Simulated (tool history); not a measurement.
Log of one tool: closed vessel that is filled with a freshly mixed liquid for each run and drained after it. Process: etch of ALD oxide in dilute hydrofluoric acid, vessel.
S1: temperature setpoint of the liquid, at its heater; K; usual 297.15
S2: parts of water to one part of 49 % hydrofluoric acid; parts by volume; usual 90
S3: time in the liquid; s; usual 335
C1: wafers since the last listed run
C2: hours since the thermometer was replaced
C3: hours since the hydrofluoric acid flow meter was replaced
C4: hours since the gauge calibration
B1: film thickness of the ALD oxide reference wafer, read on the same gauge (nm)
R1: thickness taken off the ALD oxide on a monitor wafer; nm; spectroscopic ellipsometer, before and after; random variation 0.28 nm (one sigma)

run,day,S1,S2,S3,C1,C2,C3,C4,B1,R1
1,0.000,297.15,90,335,0,2262.0,2208.7,357.6,99.99,68.88
2,0.333,297.15,90,335,798,2270.0,2216.7,365.6,99.99,69.15
3,0.867,299.65,90,335,1277,2282.8,2229.5,378.4,100.01,75.97
4,1.558,299.65,90,335,1656,2299.4,2246.1,395.0,99.98,75.80
5,1.967,299.65,90,335,977,2309.2,2255.9,404.8,100.00,75.71
6,2.717,297.15,90,335,1795,2327.2,2273.9,422.8,100.01,69.20
7,3.442,297.15,90,335,1736,2344.6,2291.3,440.2,100.01,68.62
8,3.796,297.15,90,335,848,2353.1,2299.8,448.7,100.03,68.69
9,4.400,297.15,90,335,1446,2367.6,2314.3,463.2,99.99,68.55
10,4.921,297.15,90,335,1247,2380.1,2326.8,475.7,100.05,69.84
11,5.283,297.15,90,485,868,2388.8,2335.5,484.4,100.00,100.98
12,5.938,297.15,90,485,1566,2404.5,2351.2,500.1,100.01,101.07
13,6.600,297.15,90,485,1586,2420.4,2367.1,516.0,99.99,101.09
14,7.117,297.15,90,335,1237,2432.8,2379.5,528.4,99.95,69.48
15,7.771,297.15,90,335,1566,2448.5,2395.2,544.1,100.00,69.19
16,8.167,298.65,90,335,947,2458.0,2404.7,553.6,100.01,73.34
17,10.325,301.65,105,235,5168,2509.8,2456.5,605.4,100.01,49.14
# day 10.538: hydrofluoric acid flow meter replaced
18,10.796,297.15,90,335,1027,2521.1,6.2,616.7,100.01,60.83
19,11.538,297.15,90,335,1776,2538.9,24.0,634.5,99.99,60.05
20,13.188,297.15,90,335,3951,2578.5,63.6,674.1,100.02,60.83
21,13.792,297.15,50,155,1446,2593.0,78.1,688.6,99.97,53.02
# day 14.892: gauge calibrated
22,15.596,297.15,90,265,4320,2636.3,121.4,16.9,100.01,48.14
23,15.879,297.15,90,335,678,2643.1,128.2,23.7,100.03,61.08
24,16.146,297.15,115,335,638,2649.5,134.6,30.1,100.02,46.21
25,16.738,297.15,90,335,1416,2663.7,148.8,44.3,99.97,60.75
# day 16.929: thermometer replaced
26,18.708,297.15,115,190,4619,42.7,196.1,91.6,99.98,26.36
27,19.071,300.65,55,175,868,51.4,204.8,100.3,100.01,63.52
28,19.529,300.15,75,510,1097,62.4,215.8,111.3,99.99,128.41
29,20.029,297.15,90,335,1197,74.4,227.8,123.3,100.00,61.13
30,20.338,297.15,90,460,738,81.8,235.2,130.7,99.98,84.47
31,20.833,301.65,50,335,1187,93.7,247.1,142.6,99.98,139.65
32,21.567,293.15,55,205,1756,111.3,264.7,160.2,100.00,53.87
33,21.896,297.15,115,190,788,119.2,272.6,168.1,100.00,26.74
34,23.962,293.15,55,275,4948,168.8,322.2,217.7,100.00,73.31

Hidden state at the last listed run before each entry between runs and at the first one after, where it differs:
Between runs 17 and 18: hydrofluoric acid flow meter replaced (day 10.538)
  hydrofluoric acid flow above the setpoint (%): 14.7 -> 1
  measured less the result without the state, R1: +7.08 -> +0.67 nm
Between runs 21 and 22: gauge calibrated (day 14.892)
  hydrofluoric acid flow above the setpoint (%): 1.4 -> 1.64
  measured less the result without the state, R1: +0.78 -> +0.86 nm
Between runs 25 and 26: thermometer replaced (day 16.929)
  hydrofluoric acid flow above the setpoint (%): 1.79 -> 2.05
  measured less the result without the state, R1: +1.18 -> +0.60 nm
